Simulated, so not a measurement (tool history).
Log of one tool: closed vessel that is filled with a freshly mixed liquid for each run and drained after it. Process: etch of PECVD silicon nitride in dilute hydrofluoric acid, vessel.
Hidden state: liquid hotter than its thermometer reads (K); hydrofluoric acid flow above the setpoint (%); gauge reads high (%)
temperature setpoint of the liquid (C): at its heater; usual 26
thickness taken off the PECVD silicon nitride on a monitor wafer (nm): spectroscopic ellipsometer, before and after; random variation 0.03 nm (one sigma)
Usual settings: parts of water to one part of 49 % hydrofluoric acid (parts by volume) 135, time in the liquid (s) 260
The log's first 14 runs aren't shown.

run,hour,temperature setpoint of the liquid (C),parts of water to one part of 49 % hydrofluoric acid (parts by volume),time in the liquid (s),wafers since the last listed run,hours since the thermometer was replaced,hours since the hydrofluoric acid flow meter was replaced,hours since the gauge calibration,"read-back film thickness of the PECVD silicon nitride reference wafer, read on the same gauge (nm)",thickness taken off the PECVD silicon nitride on a monitor wafer (nm)
15,401.9,30.5,100,260,3679,352.6,127.3,724.3,120.01,16.36
16,426.3,26,100,185,2895,377,151.7,748.7,119.97,8.74
17,438.7,26,135,260,1471,389.4,164.1,761.1,119.98,9.13
18,459.8,26,75,200,2504,410.5,185.2,782.2,120.03,12.61
19,477.6,30,135,260,2112,428.3,203,800,120.01,11.75
# hour 509: gauge calibrated
20,514.6,31,185,365,4391,465.3,240,5.6,120.01,12.76
21,596.7,26,135,260,9743,547.4,322.1,87.7,119.98,9.22
22,615.7,30.5,135,260,2254,566.4,341.1,106.7,120.06,12.08
23,638,23.5,135,190,2646,588.7,363.4,129,120.03,5.71
24,664.8,23.5,65,260,3180,615.5,390.2,155.8,119.99,16.17
25,759.1,22,135,260,11191,709.8,484.5,250.1,120.01,7.1
26,777.5,29.5,65,400,2183,728.2,502.9,268.5,119.99,36.79
27,808.2,26,135,260,3643,758.9,533.6,299.2,119.99,9.22
28,836.3,22.5,85,415,3334,787,561.7,327.3,119.97,18.5
29,853.4,21.5,135,260,2029,804.1,578.8,344.4,120,6.89
30,884,26,135,260,3631,834.7,609.4,375,120.01,9.21
31,902.4,24,135,320,2183,853.1,627.8,393.4,119.99,9.97
32,933.6,23,170,385,3702,884.3,659,424.6,120.02,8.97

Forecast each of these 4 alternatives for the next run:
A,934.3,26,135,260,83,885,659.7,425.3,?,?
B,934.3,26,190,260,83,885,659.7,425.3,?,?
C,934.3,30.5,175,175,83,885,659.7,425.3,?,?
D,934.3,23,135,260,83,885,659.7,425.3,?,?

run,"read-back film thickness of the PECVD silicon nitride reference wafer, read on the same gauge (nm)",thickness taken off the PECVD silicon nitride on a monitor wafer (nm)
A,120,9.26
B,120,6.59
C,120,6.35
D,120,7.63
Without the tool's hidden state the same runs would have given:
run,thickness taken off the PECVD silicon nitride on a monitor wafer (nm)
A,9.12
B,6.49
C,6.25
D,7.52
